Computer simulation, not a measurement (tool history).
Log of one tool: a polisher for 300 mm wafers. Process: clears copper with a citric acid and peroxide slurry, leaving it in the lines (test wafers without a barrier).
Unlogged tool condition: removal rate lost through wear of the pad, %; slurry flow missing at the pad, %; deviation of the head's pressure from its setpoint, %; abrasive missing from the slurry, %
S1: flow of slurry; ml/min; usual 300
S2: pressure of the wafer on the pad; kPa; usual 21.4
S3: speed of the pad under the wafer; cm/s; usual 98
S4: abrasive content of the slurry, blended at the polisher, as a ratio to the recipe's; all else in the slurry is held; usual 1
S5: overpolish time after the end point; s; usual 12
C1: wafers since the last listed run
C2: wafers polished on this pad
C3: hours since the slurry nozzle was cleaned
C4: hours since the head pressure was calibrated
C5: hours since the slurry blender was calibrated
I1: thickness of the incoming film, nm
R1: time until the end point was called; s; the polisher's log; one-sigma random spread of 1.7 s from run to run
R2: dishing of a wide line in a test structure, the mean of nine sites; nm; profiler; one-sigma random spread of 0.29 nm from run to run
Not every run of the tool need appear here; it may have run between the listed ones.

{"run": 1, "hour": 0.0, "S1": 240, "S2": 15.2, "S3": 98, "S4": 1, "S5": 12, "C1": 0, "C2": 303, "C3": 308.3, "C4": 870.3, "C5": 321.9, "I1": 250.1, "R1": 148.9, "R2": 14.6}
{"run": 2, "hour": 15.8, "S1": 240, "S2": 15.2, "S3": 98, "S4": 1, "S5": 12, "C1": 94, "C2": 397, "C3": 324.1, "C4": 886.1, "C5": 337.7, "I1": 250.7, "R1": 151.9, "R2": 14.4}
{"run": 3, "hour": 22.2, "S1": 240, "S2": 15.2, "S3": 98, "S4": 1, "S5": 12, "C1": 38, "C2": 436, "C3": 330.5, "C4": 892.5, "C5": 344.1, "I1": 249.3, "R1": 153.4, "R2": 13.9}
{"hour": 34.9, "done": "worn pad replaced by a new one"}
{"run": 4, "hour": 37.1, "S1": 300, "S2": 21.4, "S3": 98, "S4": 1, "S5": 12, "C1": 65, "C2": 13, "C3": 345.4, "C4": 907.4, "C5": 359.0, "I1": 253.2, "R1": 106.6, "R2": 20.4}
{"run": 5, "hour": 47.2, "S1": 300, "S2": 21.4, "S3": 98, "S4": 1, "S5": 12, "C1": 60, "C2": 73, "C3": 355.5, "C4": 917.5, "C5": 369.1, "I1": 253.8, "R1": 106.5, "R2": 20.4}
{"run": 6, "hour": 56.5, "S1": 300, "S2": 21.4, "S3": 98, "S4": 1, "S5": 12, "C1": 55, "C2": 129, "C3": 364.8, "C4": 926.8, "C5": 378.4, "I1": 250.7, "R1": 108.0, "R2": 19.7}
{"run": 7, "hour": 63.5, "S1": 300, "S2": 21.4, "S3": 98, "S4": 1, "S5": 12, "C1": 41, "C2": 170, "C3": 371.8, "C4": 933.8, "C5": 385.4, "I1": 245.8, "R1": 102.3, "R2": 20.3}
{"run": 8, "hour": 74.7, "S1": 300, "S2": 21.4, "S3": 98, "S4": 1, "S5": 12, "C1": 66, "C2": 237, "C3": 383.0, "C4": 945.0, "C5": 396.6, "I1": 254.4, "R1": 111.6, "R2": 20.0}
{"run": 9, "hour": 90.1, "S1": 300, "S2": 21.4, "S3": 118, "S4": 1, "S5": 12, "C1": 91, "C2": 329, "C3": 398.4, "C4": 960.4, "C5": 412.0, "I1": 246.1, "R1": 89.5, "R2": 23.2}

Estimate the outcome of run 10 from the log above:
{"run": 10, "hour": 103.8, "S1": 300, "S2": 21.4, "S3": 98, "S4": 1, "S5": 12, "C1": 81, "C2": 411, "C3": 412.1, "C4": 974.1, "C5": 425.7, "I1": 245.8, "R1": "?", "R2": "?"}

{"run 10": {"R1": 110.9, "R2": 18.3}}
Take away the tool's hidden state, keep the run-to-run variation as it was, and the same run would have given R1 98.1 s, R2 20.5 nm.
